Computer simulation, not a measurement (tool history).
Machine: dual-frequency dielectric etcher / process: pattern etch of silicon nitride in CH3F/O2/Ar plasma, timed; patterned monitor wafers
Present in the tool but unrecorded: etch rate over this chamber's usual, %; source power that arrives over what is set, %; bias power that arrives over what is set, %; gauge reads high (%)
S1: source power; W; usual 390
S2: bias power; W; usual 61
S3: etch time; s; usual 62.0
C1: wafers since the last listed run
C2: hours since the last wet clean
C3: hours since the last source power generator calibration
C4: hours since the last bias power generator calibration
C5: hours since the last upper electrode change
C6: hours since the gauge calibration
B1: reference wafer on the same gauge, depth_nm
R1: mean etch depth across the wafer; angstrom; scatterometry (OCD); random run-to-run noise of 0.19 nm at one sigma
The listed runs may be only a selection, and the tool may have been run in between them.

run,hour,S1,S2,S3,C1,C2,C3,C4,C5,C6,B1,R1
1,0.0,390,61,62.0,0,89.4,3166.3,3011.2,5554.2,708.2,36.76,372.4
2,18.8,340,70,62.0,183,108.2,3185.1,3030.0,5573.0,727.0,36.84,371.2
3,37.6,340,70,62.0,183,127.0,3203.9,3048.8,5591.8,745.8,36.83,371.6
# hour 70.6: bias power generator calibrated
# hour 82.1: source power generator calibrated
4,90.2,340,70,62.0,435,179.6,8.1,19.6,5644.4,798.4,36.87,370.6
# hour 124.8: wet clean of the chamber, repeated, since the last time left the tool worse
5,125.3,390,61,62.0,108,0.5,43.2,54.7,5679.5,833.5,36.79,396.8
6,130.6,390,61,62.0,51,5.8,48.5,60.0,5684.8,838.8,36.76,399.6
7,163.7,390,61,54.5,323,38.9,81.6,93.1,5717.9,871.9,36.83,348.5
8,197.1,390,61,54.5,326,72.3,115.0,126.5,5751.3,905.3,36.78,347.4
9,212.8,390,61,54.5,153,88.0,130.7,142.2,5767.0,921.0,36.93,346.6
10,239.7,330,61,66.5,262,114.9,157.6,169.1,5793.9,947.9,36.83,391.4
11,253.2,390,72,62.0,131,128.4,171.1,182.6,5807.4,961.4,36.82,414.3
12,279.6,340,61,71.0,257,154.8,197.5,209.0,5833.8,987.8,36.70,423.0
13,308.8,450,66,62.0,285,184.0,226.7,238.2,5863.0,1017.0,36.76,425.5
# hour 340.7: gauge calibrated
# hour 347.3: upper electrode replaced
14,401.1,390,61,79.0,666,276.3,319.0,330.5,53.8,60.4,36.81,491.2
15,435.7,390,61,68.0,337,310.9,353.6,365.1,88.4,95.0,36.70,421.7
16,448.6,390,61,72.5,125,323.8,366.5,378.0,101.3,107.9,36.85,450.7
# hour 479.0: wet clean of the chamber
17,479.5,390,61,62.0,67,0.5,397.4,408.9,132.2,138.8,36.84,398.0
18,496.0,340,71,46.0,161,17.0,413.9,425.4,148.7,155.3,36.84,295.7
19,531.6,390,50,71.0,347,52.6,449.5,461.0,184.3,190.9,36.81,420.8
20,548.0,340,67,66.5,160,69.0,465.9,477.4,200.7,207.3,36.85,414.9
21,571.5,330,61,62.0,229,92.5,489.4,500.9,224.2,230.8,36.79,370.7
22,587.3,300,57,67.0,154,108.3,505.2,516.7,240.0,246.6,36.85,375.4
23,616.7,390,61,62.0,287,137.7,534.6,546.1,269.4,276.0,36.80,396.3
24,635.0,320,52,75.5,178,156.0,552.9,564.4,287.7,294.3,36.83,415.6
25,655.4,390,61,62.0,199,176.4,573.3,584.8,308.1,314.7,36.87,392.0
26,680.6,340,61,62.0,246,201.6,598.5,610.0,333.3,339.9,36.76,372.6
27,703.3,390,61,62.0,221,224.3,621.2,632.7,356.0,362.6,36.76,388.8
28,730.6,390,61,62.0,266,251.6,648.5,660.0,383.3,389.9,36.91,388.7
29,758.6,450,73,79.5,273,279.6,676.5,688.0,411.3,417.9,36.84,563.5

Predict each of these 5 candidate next runs independently; none follows another, all start after run 29:
A,759.0,390,61,75.0,3,280.0,676.9,688.4,411.7,418.3,?,?
B,759.0,390,55,56.0,3,280.0,676.9,688.4,411.7,418.3,?,?
C,759.0,390,68,62.0,3,280.0,676.9,688.4,411.7,418.3,?,?
D,759.0,360,61,62.0,3,280.0,676.9,688.4,411.7,418.3,?,?
E,759.0,460,50,51.5,3,280.0,676.9,688.4,411.7,418.3,?,?

run,B1,R1
A,36.68,465.8
B,36.68,335.1
C,36.68,400.7
D,36.68,373.3
E,36.68,318.1
With the hidden condition removed and each run's random variation left untouched, the same runs would have given:
run,R1
A,477.5
B,343.6
C,410.7
D,382.7
E,326.1
